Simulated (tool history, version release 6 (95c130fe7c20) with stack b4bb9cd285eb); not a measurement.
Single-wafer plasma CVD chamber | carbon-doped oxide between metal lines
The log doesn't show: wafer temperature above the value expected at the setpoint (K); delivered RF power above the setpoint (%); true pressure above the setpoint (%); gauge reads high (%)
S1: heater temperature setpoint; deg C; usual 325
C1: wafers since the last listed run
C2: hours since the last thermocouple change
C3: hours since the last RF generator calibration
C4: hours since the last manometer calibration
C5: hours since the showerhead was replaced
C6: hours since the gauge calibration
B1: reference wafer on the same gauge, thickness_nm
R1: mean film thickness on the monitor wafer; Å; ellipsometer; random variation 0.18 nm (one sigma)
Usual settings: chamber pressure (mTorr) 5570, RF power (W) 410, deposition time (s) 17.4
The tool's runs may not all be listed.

run 1 hour=0.0 | S1=325 chamber_pressure_(mTorr)=5570 RF_power_(W)=410 deposition_time_(s)=17.4 | C1=0 C2=372.5 C3=12.1 C4=30.3 C5=2108.6 C6=610.3 | B1=85.795 | R1=871.38
run 2 hour=101.7 | S1=332 chamber_pressure_(mTorr)=5570 RF_power_(W)=410 deposition_time_(s)=17.4 | C1=2911 C2=474.2 C3=113.8 C4=132.0 C5=2210.3 C6=712.0 | B1=85.776 | R1=845.32
run 3 hour=202.7 | S1=325 chamber_pressure_(mTorr)=5570 RF_power_(W)=410 deposition_time_(s)=17.4 | C1=2891 C2=575.2 C3=214.8 C4=233.0 C5=2311.3 C6=813.0 | B1=85.814 | R1=870.59
run 4 hour=260.7 | S1=325 chamber_pressure_(mTorr)=5570 RF_power_(W)=410 deposition_time_(s)=19.3 | C1=1660 C2=633.2 C3=272.8 C4=291.0 C5=2369.3 C6=871.0 | B1=85.796 | R1=959.80
run 5 hour=297.7 | S1=325 chamber_pressure_(mTorr)=5570 RF_power_(W)=410 deposition_time_(s)=19.3 | C1=1059 C2=670.2 C3=309.8 C4=328.0 C5=2406.3 C6=908.0 | B1=85.813 | R1=959.56
run 6 hour=391.2 | S1=325 chamber_pressure_(mTorr)=5570 RF_power_(W)=410 deposition_time_(s)=17.4 | C1=2676 C2=763.7 C3=403.3 C4=421.5 C5=2499.8 C6=1001.5 | B1=85.786 | R1=863.01
run 7 hour=459.8 | S1=325 chamber_pressure_(mTorr)=5570 RF_power_(W)=410 deposition_time_(s)=17.4 | C1=1963 C2=832.3 C3=471.9 C4=490.1 C5=2568.4 C6=1070.1 | B1=85.787 | R1=863.53
run 8 hour=505.4 | S1=325 chamber_pressure_(mTorr)=5570 RF_power_(W)=410 deposition_time_(s)=17.4 | C1=1305 C2=877.9 C3=517.5 C4=535.7 C5=2614.0 C6=1115.7 | B1=85.776 | R1=864.78
run 9 hour=608.5 | S1=325 chamber_pressure_(mTorr)=5570 RF_power_(W)=410 deposition_time_(s)=17.4 | C1=2951 C2=981.0 C3=620.6 C4=638.8 C5=2717.1 C6=1218.8 | B1=85.784 | R1=858.45
run 10 hour=657.2 | S1=325 chamber_pressure_(mTorr)=4550 RF_power_(W)=410 deposition_time_(s)=17.4 | C1=1394 C2=1029.7 C3=669.3 C4=687.5 C5=2765.8 C6=1267.5 | B1=85.812 | R1=834.72
run 11 hour=736.2 | S1=325 chamber_pressure_(mTorr)=5570 RF_power_(W)=410 deposition_time_(s)=19.8 | C1=2261 C2=1108.7 C3=748.3 C4=766.5 C5=2844.8 C6=1346.5 | B1=85.820 | R1=972.71
run 12 hour=824.6 | S1=325 chamber_pressure_(mTorr)=5570 RF_power_(W)=410 deposition_time_(s)=19.8 | C1=2530 C2=1197.1 C3=836.7 C4=854.9 C5=2933.2 C6=1434.9 | B1=85.787 | R1=968.08
-- hour=834.6 showerhead replaced
run 13 hour=904.1 | S1=325 chamber_pressure_(mTorr)=5570 RF_power_(W)=410 deposition_time_(s)=19.8 | C1=2046 C2=1276.6 C3=916.2 C4=934.4 C5=69.5 C6=1514.4 | B1=85.787 | R1=964.04
run 14 hour=945.5 | S1=325 chamber_pressure_(mTorr)=5570 RF_power_(W)=410 deposition_time_(s)=17.4 | C1=1185 C2=1318.0 C3=957.6 C4=975.8 C5=110.9 C6=1555.8 | B1=85.793 | R1=849.69
-- hour=1000.7 RF generator calibrated
run 15 hour=1013.3 | S1=336 chamber_pressure_(mTorr)=4660 RF_power_(W)=410 deposition_time_(s)=20.4 | C1=1711 C2=1385.8 C3=12.6 C4=1043.6 C5=178.7 C6=1623.6 | B1=85.831 | R1=943.75
-- hour=1051.9 gauge calibrated
-- hour=1089.3 capacitance manometer re-zeroed and calibrated
run 16 hour=1098.6 | S1=325 chamber_pressure_(mTorr)=6610 RF_power_(W)=410 deposition_time_(s)=17.4 | C1=2212 C2=1471.1 C3=97.9 C4=9.3 C5=264.0 C6=46.7 | B1=85.807 | R1=884.44
run 17 hour=1157.6 | S1=332 chamber_pressure_(mTorr)=4780 RF_power_(W)=455 deposition_time_(s)=14.6 | C1=1688 C2=1530.1 C3=156.9 C4=68.3 C5=323.0 C6=105.7 | B1=85.765 | R1=748.73
run 18 hour=1259.8 | S1=325 chamber_pressure_(mTorr)=6890 RF_power_(W)=455 deposition_time_(s)=17.4 | C1=2925 C2=1632.3 C3=259.1 C4=170.5 C5=425.2 C6=207.9 | B1=85.821 | R1=951.16

The next listed run, before its measurement:
run 19 hour=1310.8 | S1=334 chamber_pressure_(mTorr)=5570 RF_power_(W)=350 deposition_time_(s)=16.3 | C1=1459 C2=1683.3 C3=310.1 C4=221.5 C5=476.2 C6=258.9 | B1=? | R1=?

B1: 85.793
R1: 701.78 Å
Without the tool's hidden state the same run would have given R1 705.21 Å.
